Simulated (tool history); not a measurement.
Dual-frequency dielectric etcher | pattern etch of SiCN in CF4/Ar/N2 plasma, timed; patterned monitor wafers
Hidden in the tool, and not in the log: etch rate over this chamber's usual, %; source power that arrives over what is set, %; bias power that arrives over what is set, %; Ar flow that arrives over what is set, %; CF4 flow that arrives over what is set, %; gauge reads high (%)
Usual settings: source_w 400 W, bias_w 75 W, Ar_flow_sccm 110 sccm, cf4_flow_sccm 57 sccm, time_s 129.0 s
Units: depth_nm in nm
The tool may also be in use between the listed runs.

run    hour  source_w  bias_w  Ar_flow_sccm  cf4_flow_sccm  time_s  wafers since the last listed run  hours since the last wet clean  hours since the last source power generator calibration  hours since the last bias power generator calibration  hours since the last Ar flow controller change  hours since the last CF4 flow controller change  hours since the last upper electrode change  hours since the gauge calibration  read-back reference wafer on the same gauge, depth_nm  depth_nm
  1     0.0       400      75           125             57   117.0                                 0                           477.3                                                   2919.0                                                 2163.0                                             4.9                                           3435.9                                       2926.3                             1199.4                                                  108.1      87.5
       55.9  -- upper electrode replaced
  2    61.7       400      75           110             57   129.0                               219                           539.0                                                   2980.7                                                 2224.7                                            66.6                                           3497.6                                          5.8                             1261.1                                                  108.0     100.2
  3    95.5       400      75           110             57   129.0                               197                           572.8                                                   3014.5                                                 2258.5                                           100.4                                           3531.4                                         39.6                             1294.9                                                  107.8     100.2
      165.9  -- wet clean of the chamber
  4   166.4       400      75           110             57   129.0                               273                             0.5                                                   3085.4                                                 2329.4                                           171.3                                           3602.3                                        110.5                             1365.8                                                  107.9     100.2
  5   214.8       400      75           110             57   129.0                               282                            48.9                                                   3133.8                                                 2377.8                                           219.7                                           3650.7                                        158.9                             1414.2                                                  107.9     100.2
  6   269.5       310      87           127             48   129.0                               318                           103.6                                                   3188.5                                                 2432.5                                           274.4                                           3705.4                                        213.6                             1468.9                                                  108.0      76.8
  7   323.6       400      75           110             57   129.0                               315                           157.7                                                   3242.6                                                 2486.6                                           328.5                                           3759.5                                        267.7                             1523.0                                                  108.1     100.8
  8   388.7       340      92            87             57   150.5                               379                           222.8                                                   3307.7                                                 2551.7                                           393.6                                           3824.6                                        332.8                             1588.1                                                  108.2     113.2
  9   422.5       490      82            87             47   129.0                               197                           256.6                                                   3341.5                                                 2585.5                                           427.4                                           3858.4                                        366.6                             1621.9                                                  108.0     132.2
 10   461.7       330      89           110             45   109.5                               228                           295.8                                                   3380.7                                                 2624.7                                           466.6                                           3897.6                                        405.8                             1661.1                                                  108.0      72.0
      527.4  -- source power generator calibrated
 11   528.7       400      75           110             57   129.0                               367                           362.8                                                      1.3                                                 2691.7                                           533.6                                           3964.6                                        472.8                             1728.1                                                  108.0     100.5
      550.9  -- bias power generator calibrated
      559.3  -- CF4 flow controller replaced
      576.3  -- gauge calibrated
 12   618.1       400      75           110             57   109.0                               462                           452.2                                                     90.7                                                   67.2                                           623.0                                             58.8                                        562.2                               41.8                                                  108.1      84.6
 13   676.0       400      93           122             48   112.0                               337                           510.1                                                    148.6                                                  125.1                                           680.9                                            116.7                                        620.1                               99.7                                                  107.9      90.8
      751.6  -- wet clean of the chamber
 14   752.1       400      75           125             57   117.0                               303                             0.5                                                    224.7                                                  201.2                                           757.0                                            192.8                                        696.2                              175.8                                                  108.1      88.6
 15   770.3       480      75           132             45    99.5                               106                            18.7                                                    242.9                                                  219.4                                           775.2                                            211.0                                        714.4                              194.0                                                  108.2      85.7
 16   795.2       430      75           110             47   129.0                               145                            43.6                                                    267.8                                                  244.3                                           800.1                                            235.9                                        739.3                              218.9                                                  108.1     104.8
 17   835.3       400      75           110             51   129.0                               233                            83.7                                                    307.9                                                  284.4                                           840.2                                            276.0                                        779.4                              259.0                                                  108.0      98.2
 18   871.1       400      75           110             57   129.0                               208                           119.5                                                    343.7                                                  320.2                                           876.0                                            311.8                                        815.2                              294.8                                                  107.9     100.1
 19   927.4       470      61           110             61   129.0                               328                           175.8                                                    400.0                                                  376.5                                           932.3                                            368.1                                        871.5                              351.1                                                  108.1     110.5
 20   956.1       370      75            99             62   150.5                               167                           204.5                                                    428.7                                                  405.2                                           961.0                                            396.8                                        900.2                              379.8                                                  108.0     112.0
 21   989.6       400      75           110             57   119.0                               195                           238.0                                                    462.2                                                  438.7                                           994.5                                            430.3                                        933.7                              413.3                                                  108.1      91.9
 22  1028.3       400      75           110             57   129.0                               225                           276.7                                                    500.9                                                  477.4                                          1033.2                                            469.0                                        972.4                              452.0                                                  108.0     100.6

Forecast each of these 3 alternatives for the next run:
  A  1028.8       400      75           110             66   129.0                                 2                           277.2                                                    501.4                                                  477.9                                          1033.7                                            469.5                                        972.9                              452.5                                                      ?         ?
  B  1028.8       350      62           110             57    94.0                                 2                           277.2                                                    501.4                                                  477.9                                          1033.7                                            469.5                                        972.9                              452.5                                                      ?         ?
  C  1028.8       400      82           110             57   129.0                                 2                           277.2                                                    501.4                                                  477.9                                          1033.7                                            469.5                                        972.9                              452.5                                                      ?         ?

run  read-back reference wafer on the same gauge, depth_nm  depth_nm
  A                                                  108.0     103.2
  B                                                  108.0      58.8
  C                                                  108.0     104.7
Without the tool's hidden state the same runs would have given:
run  depth_nm
  A     103.2
  B      58.8
  C     104.7
